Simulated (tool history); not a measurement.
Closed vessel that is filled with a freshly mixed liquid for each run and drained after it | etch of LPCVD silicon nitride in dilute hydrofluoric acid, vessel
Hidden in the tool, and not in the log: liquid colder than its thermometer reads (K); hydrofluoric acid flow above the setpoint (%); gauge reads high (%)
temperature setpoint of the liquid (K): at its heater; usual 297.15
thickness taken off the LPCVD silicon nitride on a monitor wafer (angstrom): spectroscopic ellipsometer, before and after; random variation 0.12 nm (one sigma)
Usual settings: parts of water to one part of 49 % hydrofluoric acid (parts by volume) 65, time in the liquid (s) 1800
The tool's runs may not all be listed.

run,hour,temperature setpoint of the liquid (K),parts of water to one part of 49 % hydrofluoric acid (parts by volume),time in the liquid (s),wafers since the last listed run,hours since the thermometer was replaced,hours since the hydrofluoric acid flow meter was replaced,hours since the gauge calibration,"read-back film thickness of the LPCVD silicon nitride reference wafer, read on the same gauge (nm)",thickness taken off the LPCVD silicon nitride on a monitor wafer (angstrom)
1,0.0,297.15,65,1800,0,2265.8,140.4,304.1,110.00,117.5
2,65.7,297.15,65,1800,1955,2331.5,206.1,369.8,110.02,116.2
3,105.9,298.65,65,1800,1196,2371.7,246.3,410.0,110.01,131.8
4,161.8,294.15,65,1800,1664,2427.6,302.2,465.9,110.04,95.5
5,189.6,294.15,65,1800,827,2455.4,330.0,493.7,109.95,96.2
6,234.1,297.15,65,1800,1324,2499.9,374.5,538.2,109.96,118.6
7,298.4,297.15,65,1800,1914,2564.2,438.8,602.5,109.94,117.3
8,358.1,297.15,65,2365,1777,2623.9,498.5,662.2,109.96,154.8
# hour 371.8: thermometer replaced
# hour 402.2: hydrofluoric acid flow meter replaced
9,543.1,297.15,65,2365,5447,171.3,140.9,847.2,110.01,143.3
10,575.8,297.15,65,2365,973,204.0,173.6,879.9,110.01,144.6
# hour 580.8: thermometer replaced, repeated, since the last time left the tool worse
# hour 586.5: gauge calibrated
11,625.0,299.65,65,1510,1434,44.2,222.8,38.5,109.97,131.6
12,688.1,294.15,65,1800,1878,107.3,285.9,101.6,110.00,109.0
13,740.5,297.15,65,1800,1559,159.7,338.3,154.0,109.97,136.2
14,774.7,295.15,65,2480,1018,193.9,372.5,188.2,110.01,162.0
15,815.9,293.65,80,780,1226,235.1,413.7,229.4,109.99,36.9
16,884.8,297.15,65,1800,2051,304.0,482.6,298.3,109.97,132.4

The next listed run, before its measurement:
# hour 919.5: hydrofluoric acid flow meter replaced
17,924.3,293.65,55,1800,1146,343.5,4.8,337.8,?,?

Run 17 gave read-back film thickness of the LPCVD silicon nitride reference wafer, read on the same gauge (nm) 109.96, thickness taken off the LPCVD silicon nitride on a monitor wafer (angstrom) 121.5.
Without the tool's hidden state the same run would have given thickness taken off the LPCVD silicon nitride on a monitor wafer (angstrom) 123.9.
